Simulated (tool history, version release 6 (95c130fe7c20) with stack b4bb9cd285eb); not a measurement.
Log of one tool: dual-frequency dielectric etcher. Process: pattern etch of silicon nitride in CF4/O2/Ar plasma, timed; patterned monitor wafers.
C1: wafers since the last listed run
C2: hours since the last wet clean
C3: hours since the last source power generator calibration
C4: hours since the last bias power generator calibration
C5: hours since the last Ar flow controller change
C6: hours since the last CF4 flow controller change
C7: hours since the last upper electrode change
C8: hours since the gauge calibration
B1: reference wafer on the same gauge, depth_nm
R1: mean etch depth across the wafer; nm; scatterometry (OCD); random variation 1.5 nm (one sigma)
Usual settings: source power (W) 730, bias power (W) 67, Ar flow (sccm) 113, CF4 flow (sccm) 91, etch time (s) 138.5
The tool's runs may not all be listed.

Run 1, hour 0: usual settings; C1 0; C2 692.7; C3 98.8; C4 417.3; C5 3967; C6 29.4; C7 594.3; C8 3275.8; B1 424.8. Result: R1 421.3 nm.
At hour 42.6: wet clean of the chamber.
Run 2, hour 43.4: usual settings; C1 114; C2 0.8; C3 142.2; C4 460.7; C5 4010.4; C6 72.8; C7 637.7; C8 3319.2; B1 425.4. Result: R1 419.3 nm.
Run 3, hour 343.7: usual settings but source power (W) 800, bias power (W) 51, Ar flow (sccm) 98; C1 1769; C2 301.1; C3 442.5; C4 761; C5 4310.7; C6 373.1; C7 938; C8 3619.5; B1 424.3. Result: R1 371.4 nm.
Run 4, hour 384.7: usual settings but CF4 flow (sccm) 71; C1 241; C2 342.1; C3 483.5; C4 802; C5 4351.7; C6 414.1; C7 979; C8 3660.5; B1 425.2. Result: R1 404.6 nm.
Run 5, hour 426.5: usual settings but Ar flow (sccm) 102; C1 246; C2 383.9; C3 525.3; C4 843.8; C5 4393.5; C6 455.9; C7 1020.8; C8 3702.3; B1 425.4. Result: R1 423.8 nm.
Run 6, hour 521.2: usual settings but source power (W) 820; C1 558; C2 478.6; C3 620; C4 938.5; C5 4488.2; C6 550.6; C7 1115.5; C8 3797; B1 425.7. Result: R1 437.6 nm.
At hour 565.3: gauge calibrated.
Run 7, hour 610.8: usual settings; C1 528; C2 568.2; C3 709.6; C4 1028.1; C5 4577.8; C6 640.2; C7 1205.1; C8 45.5; B1 424.3. Result: R1 416.5 nm.
At hour 697.5: wet clean of the chamber.
Run 8, hour 698: usual settings but source power (W) 880, CF4 flow (sccm) 103; C1 372; C2 0.5; C3 796.8; C4 1115.3; C5 4665; C6 727.4; C7 1292.3; C8 132.7; B1 424.7. Result: R1 457.4 nm.
Run 9, hour 763.9: usual settings but Ar flow (sccm) 129; C1 388; C2 66.4; C3 862.7; C4 1181.2; C5 4730.9; C6 793.3; C7 1358.2; C8 198.6; B1 425.2. Result: R1 413.3 nm.
Run 10, hour 800.9: usual settings but Ar flow (sccm) 127; C1 218; C2 103.4; C3 899.7; C4 1218.2; C5 4767.9; C6 830.3; C7 1395.2; C8 235.6; B1 424.7. Result: R1 411.4 nm.
At hour 874.9: Ar flow controller replaced.
Run 11, hour 894.3: usual settings; C1 515; C2 196.8; C3 993.1; C4 1311.6; C5 19.4; C6 923.7; C7 1488.6; C8 329; B1 425.3. Result: R1 416.3 nm.
Run 12, hour 952.6: usual settings but source power (W) 900, bias power (W) 62, CF4 flow (sccm) 114, etch time (s) 157.5; C1 343; C2 255.1; C3 1051.4; C4 1369.9; C5 77.7; C6 982; C7 1546.9; C8 387.3; B1 424.6. Result: R1 503.9 nm.
Run 13, hour 1027.8: usual settings but source power (W) 590, bias power (W) 77, CF4 flow (sccm) 107; C1 443; C2 330.3; C3 1126.6; C4 1445.1; C5 152.9; C6 1057.2; C7 1622.1; C8 462.5; B1 425.1. Result: R1 421.1 nm.
Run 14, hour 1096.1: usual settings but etch time (s) 168; C1 402; C2 398.6; C3 1194.9; C4 1513.4; C5 221.2; C6 1125.5; C7 1690.4; C8 530.8; B1 425.2. Result: R1 503 nm.
Run 15, hour 1165.4: usual settings; C1 408; C2 467.9; C3 1264.2; C4 1582.7; C5 290.5; C6 1194.8; C7 1759.7; C8 600.1; B1 425.2. Result: R1 415.6 nm.
Run 16, hour 1241.5: usual settings but CF4 flow (sccm) 97, etch time (s) 119.5; C1 448; C2 544; C3 1340.3; C4 1658.8; C5 366.6; C6 1270.9; C7 1835.8; C8 676.2; B1 425.3. Result: R1 362.6 nm.
Run 17, hour 1309.3: usual settings; C1 399; C2 611.8; C3 1408.1; C4 1726.6; C5 434.4; C6 1338.7; C7 1903.6; C8 744; B1 425.4. Result: R1 412.3 nm.
Run 18, hour 1404.3: usual settings but bias power (W) 75, Ar flow (sccm) 88, etch time (s) 121.5; C1 559; C2 706.8; C3 1503.1; C4 1821.6; C5 529.4; C6 1433.7; C7 1998.6; C8 839; B1 425. Result: R1 396.2 nm.
At hour 1440.5: wet clean of the chamber.
Run 19, hour 1473.4: usual settings but source power (W) 600, Ar flow (sccm) 103; C1 265; C2 32.9; C3 1572.2; C4 1890.7; C5 598.5; C6 1502.8; C7 2067.7; C8 908.1; B1 425.2. Result: R1 387.9 nm.
Run 20, hour 1528.1: usual settings but source power (W) 820, bias power (W) 60, Ar flow (sccm) 139, CF4 flow (sccm) 85; C1 322; C2 87.6; C3 1626.9; C4 1945.4; C5 653.2; C6 1557.5; C7 2122.4; C8 962.8; B1 425. Result: R1 395.6 nm.
Run 21, hour 1582.1: usual settings but source power (W) 650, bias power (W) 55, CF4 flow (sccm) 100; C1 318; C2 141.6; C3 1680.9; C4 1999.4; C5 707.2; C6 1611.5; C7 2176.4; C8 1016.8; B1 424.9. Result: R1 356.3 nm.
At hour 1641.7: bias power generator calibrated.
Run 22, hour 1642.3: usual settings but source power (W) 610, bias power (W) 59, etch time (s) 170; C1 331; C2 201.8; C3 1741.1; C4 0.6; C5 767.4; C6 1671.7; C7 2236.6; C8 1077; B1 425. Result: R1 452.9 nm.

Hidden state at the last listed run before each entry between runs and at the first one after, where it differs:
Between runs 1 and 2: wet clean of the chamber (hour 42.6)
  bias power that arrives over what is set, %: -2.48 -> -2.66
  measured less the result without the state, R1: -6.4 -> -6.8 nm
Between runs 6 and 7: gauge calibrated (hour 565.3)
  bias power that arrives over what is set, %: -4.01 -> -4.17
  measured less the result without the state, R1: -10.8 -> -10.8 nm
Between runs 7 and 8: wet clean of the chamber (hour 697.5)
  bias power that arrives over what is set, %: -4.17 -> -4.31
  measured less the result without the state, R1: -10.8 -> -12 nm
Between runs 10 and 11: Ar flow controller replaced (hour 874.9)
  bias power that arrives over what is set, %: -4.45 -> -4.56
  measured less the result without the state, R1: -11.5 -> -11.8 nm
Between runs 18 and 19: wet clean of the chamber (hour 1440.5)
  bias power that arrives over what is set, %: -4.96 -> -5
  measured less the result without the state, R1: -12.3 -> -12 nm
Between runs 21 and 22: bias power generator calibrated (hour 1641.7)
  bias power that arrives over what is set, %: -5.04 -> -0.263
  measured less the result without the state, R1: -10.5 -> -0.7 nm
